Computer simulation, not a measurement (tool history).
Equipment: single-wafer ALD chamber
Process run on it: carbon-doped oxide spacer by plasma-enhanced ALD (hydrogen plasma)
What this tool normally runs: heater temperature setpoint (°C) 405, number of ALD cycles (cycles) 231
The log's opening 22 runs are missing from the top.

run    hour  heater temperature setpoint (°C)  number of ALD cycles (cycles)  wafers since the last listed run  hours since the last thermocouple change  hours since the gauge calibration  read-back reference wafer on the same gauge, thickness_nm  mean film thickness on the monitor wafer (Å)
     1166.5  -- gauge calibrated
 23  1198.2                               405                            231                               131                                    2249.2                               31.7                                                     12.992                                        119.41
 24    1242                               405                            231                                94                                      2293                               75.5                                                     12.996                                        119.03
 25  1274.1                               405                            231                                69                                    2325.1                              107.6                                                     12.998                                        119.05
 26  1391.2                               405                            210                               253                                    2442.2                              224.7                                                     12.996                                        108.18
 27  1431.3                               398                            213                                86                                    2482.3                              264.8                                                     12.997                                        109.84
     1445.6  -- thermocouple changed; heater temperature recalibrated
 28  1510.6                               415                            265                               154                                        65                              344.1                                                     13.001                                        130.54
 29  1559.5                               401                            185                               105                                     113.9                                393                                                     13.007                                         95.34
 30  1604.3                               412                            245                                97                                     158.7                              437.8                                                     12.997                                         122.4
 31  1635.8                               405                            231                                68                                     190.2                              469.3                                                     12.998                                        118.28

What does the tool deliver on the next run?
 32  1662                               405                            248                                56                                     216.4                              495.5                                                          ?                                             ?

Run 32 produced read-back reference wafer on the same gauge, thickness_nm 13.005, mean film thickness on the monitor wafer (Å) 126.16.
The same run, on a tool lacking any hidden state, would have yielded mean film thickness on the monitor wafer (Å) 125.59.

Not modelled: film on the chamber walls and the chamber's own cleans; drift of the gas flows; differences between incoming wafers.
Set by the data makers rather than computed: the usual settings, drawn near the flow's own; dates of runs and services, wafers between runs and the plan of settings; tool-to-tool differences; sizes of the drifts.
